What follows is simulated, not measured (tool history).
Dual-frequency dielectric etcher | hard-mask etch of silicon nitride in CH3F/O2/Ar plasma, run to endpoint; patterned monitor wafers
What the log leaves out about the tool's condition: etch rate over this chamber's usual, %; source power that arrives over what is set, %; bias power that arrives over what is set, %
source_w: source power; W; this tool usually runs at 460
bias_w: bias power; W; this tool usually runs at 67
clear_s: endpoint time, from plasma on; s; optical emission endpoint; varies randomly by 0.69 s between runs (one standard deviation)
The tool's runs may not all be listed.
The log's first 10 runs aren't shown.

run   hour  source_w  bias_w  wafers since the last listed run  hours since the last wet clean  hours since the last source power generator calibration  hours since the last bias power generator calibration  hours since the last upper electrode change  incoming incoming film thickness, nm  clear_s
 11  334.8       460      67                               355                           360.9                                                    136.3                                                 3213.0                                       1992.2                                  53.0     81.5
 12  368.5       460      67                               475                           394.6                                                    170.0                                                 3246.7                                       2025.9                                  53.2     80.4
 13  381.1       460      58                               177                           407.2                                                    182.6                                                 3259.3                                       2038.5                                  53.2     88.0
 14  413.6       550      62                               458                           439.7                                                    215.1                                                 3291.8                                       2071.0                                  52.7     77.9
 15  425.6       420      67                               169                           451.7                                                    227.1                                                 3303.8                                       2083.0                                  53.1     83.4
     433.5  -- bias power generator calibrated
     457.8  -- wet clean of the chamber
 16  458.3       420      59                                66                             0.5                                                    259.8                                                   24.8                                       2115.7                                  53.8     90.1
 17  474.0       370      51                               221                            16.2                                                    275.5                                                   40.5                                       2131.4                                  53.5    103.3
 18  490.8       390      55                               237                            33.0                                                    292.3                                                   57.3                                       2148.2                                  53.5     96.2
 19  520.9       460      80                               424                            63.1                                                    322.4                                                   87.4                                       2178.3                                  52.5     73.2
 20  550.7       460      60                               420                            92.9                                                    352.2                                                  117.2                                       2208.1                                  52.6     85.1
     594.2  -- upper electrode replaced
 21  644.1       570      59                               979                           186.3                                                    445.6                                                  210.6                                         49.9                                  53.4     80.8
 22  666.1       460      51                               310                           208.3                                                    467.6                                                  232.6                                         71.9                                  53.5     95.7
 23  697.4       460      67                               441                           239.6                                                    498.9                                                  263.9                                        103.2                                  52.5     81.2
 24  728.9       510      78                               444                           271.1                                                    530.4                                                  295.4                                        134.7                                  53.3     73.6
 25  745.1       460      67                               228                           287.3                                                    546.6                                                  311.6                                        150.9                                  53.1     81.5
 26  766.5       360      54                               302                           308.7                                                    568.0                                                  333.0                                        172.3                                  53.8    101.2
 27  800.9       460      73                               485                           343.1                                                    602.4                                                  367.4                                        206.7                                  53.5     79.0
 28  818.9       460      77                               254                           361.1                                                    620.4                                                  385.4                                        224.7                                  53.1     75.1
 29  846.9       460      67                               395                           389.1                                                    648.4                                                  413.4                                        252.7                                  52.8     81.6
 30  866.0       350      58                               269                           408.2                                                    667.5                                                  432.5                                        271.8                                  53.3     97.1

Run 31, settings as shown, results not yet in. Your forecast:
 31  885.4       460      67                               273                           427.6                                                    686.9                                                  451.9                                        291.2                                  53.4        ?

{"run 31": {"clear_s": 82.0}}
Without the tool's hidden state the same run would have given clear_s 82.0 s.

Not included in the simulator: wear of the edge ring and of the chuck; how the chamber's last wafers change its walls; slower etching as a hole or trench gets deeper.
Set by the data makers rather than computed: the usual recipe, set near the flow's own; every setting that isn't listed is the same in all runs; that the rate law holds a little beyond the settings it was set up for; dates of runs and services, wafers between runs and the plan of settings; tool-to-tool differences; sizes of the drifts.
